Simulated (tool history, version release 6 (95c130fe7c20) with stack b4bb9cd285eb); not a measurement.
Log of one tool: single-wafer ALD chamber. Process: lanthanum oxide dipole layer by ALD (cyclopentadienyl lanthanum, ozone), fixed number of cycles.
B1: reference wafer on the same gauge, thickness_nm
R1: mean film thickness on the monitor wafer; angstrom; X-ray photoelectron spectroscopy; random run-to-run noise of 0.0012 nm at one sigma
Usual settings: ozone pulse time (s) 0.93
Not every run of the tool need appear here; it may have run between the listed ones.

run 1 hour=0.0 | ozone_pulse_time_(s)=0.81 | B1=0.504 | R1=4.39
run 2 hour=24.6 | ozone_pulse_time_(s)=0.81 | B1=0.504 | R1=4.39
run 3 hour=50.7 | ozone_pulse_time_(s)=0.78 | B1=0.504 | R1=4.36
run 4 hour=84.0 | ozone_pulse_time_(s)=0.78 | B1=0.504 | R1=4.36
run 5 hour=96.9 | ozone_pulse_time_(s)=0.78 | B1=0.504 | R1=4.35
run 6 hour=112.9 | ozone_pulse_time_(s)=0.93 | B1=0.504 | R1=4.52
run 7 hour=134.3 | ozone_pulse_time_(s)=0.93 | B1=0.504 | R1=4.56
run 8 hour=161.9 | ozone_pulse_time_(s)=0.70 | B1=0.504 | R1=4.24
run 9 hour=186.7 | ozone_pulse_time_(s)=1.14 | B1=0.504 | R1=4.76
run 10 hour=203.7 | ozone_pulse_time_(s)=1.14 | B1=0.504 | R1=4.75
run 11 hour=233.9 | ozone_pulse_time_(s)=0.93 | B1=0.504 | R1=4.54
-- hour=234.0 gauge calibrated
run 12 hour=255.9 | ozone_pulse_time_(s)=0.93 | B1=0.504 | R1=4.53
run 13 hour=276.7 | ozone_pulse_time_(s)=0.93 | B1=0.504 | R1=4.53
run 14 hour=302.6 | ozone_pulse_time_(s)=0.93 | B1=0.504 | R1=4.54
run 15 hour=329.4 | ozone_pulse_time_(s)=0.74 | B1=0.504 | R1=4.26
run 16 hour=364.7 | ozone_pulse_time_(s)=0.74 | B1=0.504 | R1=4.27
run 17 hour=390.9 | ozone_pulse_time_(s)=1.25 | B1=0.504 | R1=4.86
-- hour=402.5 thermocouple changed; heater temperature recalibrated
run 18 hour=403.3 | ozone_pulse_time_(s)=1.09 | B1=0.504 | R1=4.73
run 19 hour=430.4 | ozone_pulse_time_(s)=1.29 | B1=0.504 | R1=4.90
run 20 hour=448.1 | ozone_pulse_time_(s)=0.59 | B1=0.504 | R1=4.04
run 21 hour=470.5 | ozone_pulse_time_(s)=0.93 | B1=0.504 | R1=4.55
-- hour=485.0 showerhead replaced
run 22 hour=488.1 | ozone_pulse_time_(s)=0.93 | B1=0.504 | R1=4.51
-- hour=506.8 ozone generator serviced
run 23 hour=514.8 | ozone_pulse_time_(s)=0.93 | B1=0.504 | R1=4.75
run 24 hour=527.4 | ozone_pulse_time_(s)=1.28 | B1=0.504 | R1=5.07
run 25 hour=549.6 | ozone_pulse_time_(s)=1.18 | B1=0.504 | R1=5.00
run 26 hour=573.8 | ozone_pulse_time_(s)=1.03 | B1=0.504 | R1=4.86
run 27 hour=606.3 | ozone_pulse_time_(s)=1.30 | B1=0.504 | R1=5.09
run 28 hour=639.2 | ozone_pulse_time_(s)=1.18 | B1=0.504 | R1=4.95
run 29 hour=652.5 | ozone_pulse_time_(s)=0.93 | B1=0.504 | R1=4.73
run 30 hour=668.7 | ozone_pulse_time_(s)=1.05 | B1=0.504 | R1=4.86
run 31 hour=684.0 | ozone_pulse_time_(s)=0.66 | B1=0.504 | R1=4.36
run 32 hour=719.0 | ozone_pulse_time_(s)=0.75 | B1=0.504 | R1=4.47
run 33 hour=740.4 | ozone_pulse_time_(s)=1.04 | B1=0.504 | R1=4.81
run 34 hour=752.5 | ozone_pulse_time_(s)=1.23 | B1=0.504 | R1=5.01
run 35 hour=764.5 | ozone_pulse_time_(s)=0.93 | B1=0.504 | R1=4.72

Branching from run 35: 3 alternative next runs. What would each branch give?
run A hour=764.9 | ozone_pulse_time_(s)=1.06 | B1=? | R1=?
run B hour=764.9 | ozone_pulse_time_(s)=1.07 | B1=? | R1=?
run C hour=764.9 | ozone_pulse_time_(s)=1.12 | B1=? | R1=?

run=A B1=0.504 R1=4.81
run=B B1=0.504 R1=4.82
run=C B1=0.504 R1=4.87
Without the tool's unlogged condition, the same runs would have read:
run=A R1=4.92
run=B R1=4.93
run=C R1=4.97
